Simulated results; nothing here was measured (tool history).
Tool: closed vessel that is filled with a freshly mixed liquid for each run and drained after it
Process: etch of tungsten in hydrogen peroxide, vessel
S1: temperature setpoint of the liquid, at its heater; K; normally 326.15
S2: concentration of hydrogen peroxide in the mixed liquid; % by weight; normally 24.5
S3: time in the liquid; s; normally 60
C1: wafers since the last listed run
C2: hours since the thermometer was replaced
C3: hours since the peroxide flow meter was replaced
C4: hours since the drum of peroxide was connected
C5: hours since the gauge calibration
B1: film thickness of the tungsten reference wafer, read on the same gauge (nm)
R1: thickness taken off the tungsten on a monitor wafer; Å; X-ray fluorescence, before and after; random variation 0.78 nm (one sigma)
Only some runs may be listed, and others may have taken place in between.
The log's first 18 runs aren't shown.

run	hour	S1	S2	S3	C1	C2	C3	C4	C5	B1	R1
19	251.9	326.15	24.5	60	875	30.1	109.7	118.4	25.1	59.99	1450.6
20	258.7	334.15	22.5	60	531	36.9	116.5	125.2	31.9	60.01	2236.4
21	268.5	326.15	19.5	70	765	46.7	126.3	135	41.7	60.01	1511.9
22	286.3	326.15	20	30	1391	64.5	144.1	152.8	59.5	60	655.3
23	298.6	334.65	30	80	961	76.8	156.4	165.1	71.8	60	3560.6
24	310	326.15	24.5	60	890	88.2	167.8	176.5	83.2	60	1474.9
25	327	326.15	24.5	60	1328	105.2	184.8	193.5	100.2	59.99	1464.8
26	334.8	326.15	30	60	609	113	192.6	201.3	108	60	1626.5
27	345.7	326.15	18.5	60	851	123.9	203.5	212.2	118.9	60.01	1273.4
28	358.9	318.15	18.5	60	1031	137.1	216.7	225.4	132.1	60.01	771.6
29	370.8	323.15	22	35	930	149	228.6	237.3	144	60	682.5
30	382.6	316.65	19	35	922	160.8	240.4	249.1	155.8	59.99	421.3
31	389.5	321.15	19.5	60	539	167.7	247.3	256	162.7	60.02	964.6

Here are 3 independent what-if runs from the current tool condition. What would each one return?
A	390.2	326.15	24.5	60	54	168.4	248	256.7	163.4	?	?
B	390.2	326.15	24.5	35	54	168.4	248	256.7	163.4	?	?
C	390.2	334.65	27.5	40	54	168.4	248	256.7	163.4	?	?

run	B1	R1
A	59.99	1477
B	59.99	861.6
C	59.99	1714.9
The same runs, with their run-to-run variation unchanged, on a tool lacking any hidden condition would have given:
run	R1
A	1451
B	846.4
C	1684.8
